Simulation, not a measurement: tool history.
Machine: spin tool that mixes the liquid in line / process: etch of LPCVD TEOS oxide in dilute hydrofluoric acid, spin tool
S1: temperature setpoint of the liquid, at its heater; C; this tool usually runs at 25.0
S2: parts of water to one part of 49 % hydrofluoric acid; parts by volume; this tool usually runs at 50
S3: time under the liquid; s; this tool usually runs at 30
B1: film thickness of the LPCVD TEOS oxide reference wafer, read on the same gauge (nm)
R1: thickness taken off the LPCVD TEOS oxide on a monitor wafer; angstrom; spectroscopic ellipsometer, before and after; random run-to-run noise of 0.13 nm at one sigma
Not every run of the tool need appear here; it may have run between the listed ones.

run 1 day=0.000 | S1=25.0 S2=50 S3=30 | B1=120.00 | R1=486.1
run 2 day=0.308 | S1=25.0 S2=50 S3=20 | B1=120.01 | R1=324.9
run 3 day=0.933 | S1=25.0 S2=50 S3=30 | B1=120.04 | R1=485.6
run 4 day=2.921 | S1=25.0 S2=50 S3=30 | B1=119.96 | R1=489.2
run 5 day=3.442 | S1=25.0 S2=50 S3=30 | B1=119.99 | R1=489.2
run 6 day=3.775 | S1=25.0 S2=35 S3=30 | B1=119.98 | R1=714.1
run 7 day=4.275 | S1=25.0 S2=35 S3=30 | B1=119.99 | R1=717.1
-- day=4.650 hydrofluoric acid flow meter replaced
run 8 day=4.762 | S1=25.0 S2=35 S3=30 | B1=119.99 | R1=658.6
run 9 day=5.404 | S1=25.0 S2=50 S3=30 | B1=120.00 | R1=453.9
run 10 day=7.388 | S1=25.0 S2=50 S3=30 | B1=119.99 | R1=455.6
run 11 day=8.117 | S1=25.0 S2=50 S3=30 | B1=120.02 | R1=459.8
run 12 day=8.675 | S1=25.0 S2=50 S3=30 | B1=119.98 | R1=456.0
-- day=9.233 gauge calibrated
-- day=9.254 thermometer replaced
run 13 day=9.292 | S1=25.0 S2=25 S3=40 | B1=120.00 | R1=1156.8
run 14 day=9.542 | S1=25.0 S2=50 S3=15 | B1=119.97 | R1=209.5
run 15 day=9.992 | S1=28.5 S2=50 S3=40 | B1=120.00 | R1=640.6
run 16 day=10.438 | S1=25.0 S2=50 S3=30 | B1=120.01 | R1=419.4
run 17 day=11.683 | S1=23.0 S2=50 S3=20 | B1=120.02 | R1=257.6
run 18 day=12.038 | S1=25.0 S2=50 S3=15 | B1=119.98 | R1=209.3
run 19 day=12.525 | S1=25.0 S2=50 S3=30 | B1=120.00 | R1=421.9
run 20 day=13.125 | S1=23.5 S2=75 S3=20 | B1=119.97 | R1=170.6
run 21 day=13.479 | S1=20.5 S2=30 S3=15 | B1=119.97 | R1=299.9
run 22 day=13.788 | S1=29.0 S2=70 S3=15 | B1=119.98 | R1=173.6
run 23 day=14.233 | S1=25.0 S2=50 S3=30 | B1=120.03 | R1=423.8
run 24 day=14.604 | S1=28.0 S2=50 S3=45 | B1=120.00 | R1=715.9
run 25 day=15.012 | S1=25.0 S2=50 S3=30 | B1=119.99 | R1=425.3

For each run, what was the tool's unlogged condition?
gauge reads high (%): 0 in every run
H1: liquid hotter than its thermometer reads (K)
H2: hydrofluoric acid flow above the setpoint (%)
run=1 H1=2.59 H2=7.88
run=2 H1=2.6 H2=7.94
run=3 H1=2.61 H2=8.06
run=4 H1=2.66 H2=8.43
run=5 H1=2.68 H2=8.52
run=6 H1=2.69 H2=8.59
run=7 H1=2.7 H2=8.68
run=8 H1=2.71 H2=0.588
run=9 H1=2.73 H2=0.707
run=10 H1=2.78 H2=1.08
run=11 H1=2.8 H2=1.21
run=12 H1=2.81 H2=1.32
run=13 H1=0.501 H2=1.43
run=14 H1=0.507 H2=1.48
run=15 H1=0.519 H2=1.56
run=16 H1=0.53 H2=1.65
run=17 H1=0.562 H2=1.88
run=18 H1=0.571 H2=1.94
run=19 H1=0.584 H2=2.04
run=20 H1=0.599 H2=2.15
run=21 H1=0.608 H2=2.21
run=22 H1=0.616 H2=2.27
run=23 H1=0.628 H2=2.35
run=24 H1=0.637 H2=2.42
run=25 H1=0.648 H2=2.5
